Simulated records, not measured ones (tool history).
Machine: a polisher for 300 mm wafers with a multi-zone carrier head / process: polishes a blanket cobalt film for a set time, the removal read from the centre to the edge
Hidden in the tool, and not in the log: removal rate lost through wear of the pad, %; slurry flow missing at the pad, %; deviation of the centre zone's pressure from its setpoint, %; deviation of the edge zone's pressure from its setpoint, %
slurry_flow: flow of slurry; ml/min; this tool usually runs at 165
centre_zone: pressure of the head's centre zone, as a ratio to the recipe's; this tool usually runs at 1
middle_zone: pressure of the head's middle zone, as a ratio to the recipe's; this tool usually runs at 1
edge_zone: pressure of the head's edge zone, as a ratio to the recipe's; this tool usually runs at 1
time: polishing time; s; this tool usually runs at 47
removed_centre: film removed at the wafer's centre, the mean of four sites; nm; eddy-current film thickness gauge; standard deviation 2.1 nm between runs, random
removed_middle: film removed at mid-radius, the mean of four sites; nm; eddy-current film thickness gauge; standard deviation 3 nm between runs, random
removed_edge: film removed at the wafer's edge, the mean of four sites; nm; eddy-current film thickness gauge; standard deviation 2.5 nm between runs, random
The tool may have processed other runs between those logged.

run,hour,slurry_flow,centre_zone,middle_zone,edge_zone,time,wafers since the last listed run,wafers polished on this pad,hours since the slurry nozzle was cleaned,hours since the centre zone pressure was calibrated,hours since the edge zone pressure was calibrated,hours since the carrier head's membrane was replaced,"incoming thickness of the incoming film, nm",removed_centre,removed_middle,removed_edge
1,0,165,1,1,1,47,0,4229,380.4,31,298.3,221.7,1587.2,252.6,252.8,273.9
2,60.6,165,1,1.11,1,47,644,4873,441,91.6,358.9,282.3,1598.6,254,279.8,271.3
3,137.7,105,1,1.08,1.09,47,820,5694,518.1,168.7,436,359.4,1582.6,212.6,237.7,250.8
# hour 203.6: worn pad replaced by a new one
4,225.2,130,1,1,1,47,888,229,605.6,256.2,523.5,446.9,1590,223.3,240.5,250.8
# hour 230.8: slurry nozzle cleaned
5,309.8,165,1,1,1.08,47,889,1119,79,340.8,608.1,531.5,1595.4,252.8,264.1,284.5
# hour 321.1: edge zone pressure recalibrated
6,389.6,165,1,1,1.12,53,827,1947,158.8,420.6,68.5,611.3,1568.8,286.5,294.9,326
# hour 411.8: carrier head's membrane replaced by a new one
7,434.3,125,0.9,1,0.94,56,422,2369,203.5,465.3,113.2,22.5,1598.6,245.9,286.1,301.7
8,514.7,165,1,1,1,47,855,3225,283.9,545.7,193.6,102.9,1585.3,247.9,259.1,269.7
9,612.3,165,1.07,1.09,1.1,34,1038,4263,381.5,643.3,291.2,200.5,1573.3,187.1,199.6,203.2
10,682.2,165,1.08,1.04,0.95,38,743,5007,451.4,713.2,361.1,270.4,1579.3,205.7,214.3,212.5
11,755.6,165,1,1.06,0.92,36,780,5788,524.8,786.6,434.5,343.8,1573.5,180.9,204.5,196.9
# hour 774.6: centre zone pressure recalibrated
12,860.1,185,1,1,1,47,1090,6878,629.3,85.5,539,448.3,1582,250.9,253.9,265.7
# hour 892.7: worn pad replaced by a new one
# hour 901.5: slurry nozzle cleaned
13,906.6,165,1,0.95,1,37,441,137,5.1,132,585.5,494.8,1559.7,206.6,203.3,218.6
14,944.4,130,1,1,0.89,40,402,539,42.9,169.8,623.3,532.6,1583.5,209.6,217.1,217.4
# hour 980.7: edge zone pressure recalibrated
15,988.2,165,1,1.06,1,47,444,984,86.7,213.6,7.5,576.4,1554.5,265.8,284.4,271.9
# hour 1153: carrier head's membrane replaced by a new one
16,1265.8,200,1,1,0.97,47,2900,3884,364.3,491.2,285.1,112.8,1595.2,260.5,271.8,273
17,1368.1,125,0.9,1,0.94,56,1088,4972,466.6,593.5,387.4,215.1,1546.4,238.3,284.3,291.1
18,1440.4,165,1,1,1,47,769,5742,538.9,665.8,459.7,287.4,1549.9,242.2,256.3,266.4
# hour 1497.4: worn pad replaced by a new one
19,1528.7,135,0.93,1,1,47,896,333,627.2,754.1,548,375.7,1565.1,205.2,238.9,251.3
20,1621.5,165,1,1,1,47,987,1320,720,846.9,640.8,468.5,1596.9,231.2,250.6,266.2
# hour 1661.5: centre zone pressure recalibrated
# hour 1674.5: edge zone pressure recalibrated
# hour 1682.7: slurry nozzle cleaned
21,1717.5,165,1.03,1,1,47,968,2289,34.8,56,43,564.5,1551.6,272.7,267.7,279
22,1756.6,225,1,1,1,47,416,2705,73.9,95.1,82.1,603.6,1591.2,273.7,282.4,289.1
23,1814.1,185,1,1.07,1,47,611,3316,131.4,152.6,139.6,661.1,1565.2,270.1,287.2,277.6

Branching from run 23: 3 alternative next runs. What would each branch give?
A,1814.5,165,1,1,1,56,4,3321,131.8,153,140,661.5,1608.6,?,?,?
B,1814.5,125,1,1,1,47,4,3321,131.8,153,140,661.5,1608.6,?,?,?
C,1814.5,165,0.89,1,1,47,4,3321,131.8,153,140,661.5,1608.6,?,?,?

run,removed_centre,removed_middle,removed_edge
A,310.2,311.3,325.9
B,241.4,244.5,261
C,231.5,261.4,273.5
Stripped of hidden state, with their random variation kept, the same runs would have yielded:
run,removed_centre,removed_middle,removed_edge
A,316.2,315,328.6
B,247.3,248.4,263.9
C,236,264.5,275.8
